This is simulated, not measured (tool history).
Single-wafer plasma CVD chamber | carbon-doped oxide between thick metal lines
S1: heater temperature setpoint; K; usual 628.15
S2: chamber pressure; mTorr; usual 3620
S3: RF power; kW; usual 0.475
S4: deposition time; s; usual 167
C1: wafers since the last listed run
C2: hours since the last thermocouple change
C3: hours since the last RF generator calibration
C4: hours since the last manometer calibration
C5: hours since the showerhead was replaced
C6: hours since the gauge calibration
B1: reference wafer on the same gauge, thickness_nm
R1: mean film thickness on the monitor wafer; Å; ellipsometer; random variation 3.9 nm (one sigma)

run,hour,S1,S2,S3,S4,C1,C2,C3,C4,C5,C6,B1,R1
1,0,628.15,3620,0.475,167,0,551.9,1552,665,1505.4,253.2,952.971,8903.1
2,59.7,628.15,3620,0.475,167,669,611.6,1611.7,724.7,1565.1,312.9,954.039,8958.36
3,95.8,628.15,3620,0.475,167,404,647.7,1647.8,760.8,1601.2,349,954.565,8898.21
4,231.3,628.15,3620,0.475,167,1519,783.2,1783.3,896.3,1736.7,484.5,954.303,8990.86
5,255.8,628.15,3620,0.475,167,274,807.7,1807.8,920.8,1761.2,509,955.709,8835.56
6,280.6,628.15,4260,0.475,183,278,832.5,1832.6,945.6,1786,533.8,952.123,10080.6
7,336.2,628.15,3620,0.475,167,623,888.1,1888.2,1001.2,1841.6,589.4,952.051,8945.97
# hour 361.8: thermocouple changed; heater temperature recalibrated
# hour 371.2: capacitance manometer re-zeroed and calibrated
8,405.2,628.15,3250,0.475,182,594,43.4,1957.2,34,1910.6,658.4,953.275,9582.57
9,450.8,628.15,3620,0.475,167,511,89,2002.8,79.6,1956.2,704,953.738,9013.85
10,495.7,628.15,3620,0.475,167,503,133.9,2047.7,124.5,2001.1,748.9,953.96,8943.59
11,549,628.15,3620,0.475,157,597,187.2,2101,177.8,2054.4,802.2,954.632,8453.59
12,610.2,628.15,2930,0.475,167,686,248.4,2162.2,239,2115.6,863.4,952.36,8724.71
# hour 622.6: RF generator calibrated
13,671.3,628.15,3620,0.475,145,595,309.5,48.7,300.1,2176.7,924.5,952.872,7786.21
14,739.2,637.15,3620,0.56,167,761,377.4,116.6,368,2244.6,992.4,954.413,9730.39
15,790.3,632.15,2820,0.535,190,572,428.5,167.7,419.1,2295.7,1043.5,954.322,10505.22
16,848.7,628.15,3620,0.475,167,654,486.9,226.1,477.5,2354.1,1101.9,953.304,9007.42
17,899.9,620.15,4080,0.535,184,574,538.1,277.3,528.7,2405.3,1153.1,952.413,11177.35
18,924.7,628.15,3620,0.475,141,278,562.9,302.1,553.5,2430.1,1177.9,952.507,7560.55
# hour 989.6: showerhead replaced
19,990.1,635.15,3620,0.545,185,643,628.3,367.5,618.9,0.5,1243.3,953.769,10664.62
20,1028.9,628.15,3620,0.55,193,435,667.1,406.3,657.7,39.3,1282.1,954.711,11403.19
21,1076.3,632.15,4210,0.475,197,531,714.5,453.7,705.1,86.7,1329.5,953.254,10762.89

Forecast run 22:
# hour 1110.9: gauge calibrated
22,1140,628.15,3620,0.475,167,714,778.2,517.4,768.8,150.4,29.1,?,?

Run 22 gave B1 953.904, R1 8928.92 Å.
Without the tool's hidden state the same run would have given R1 9049.77 Å.
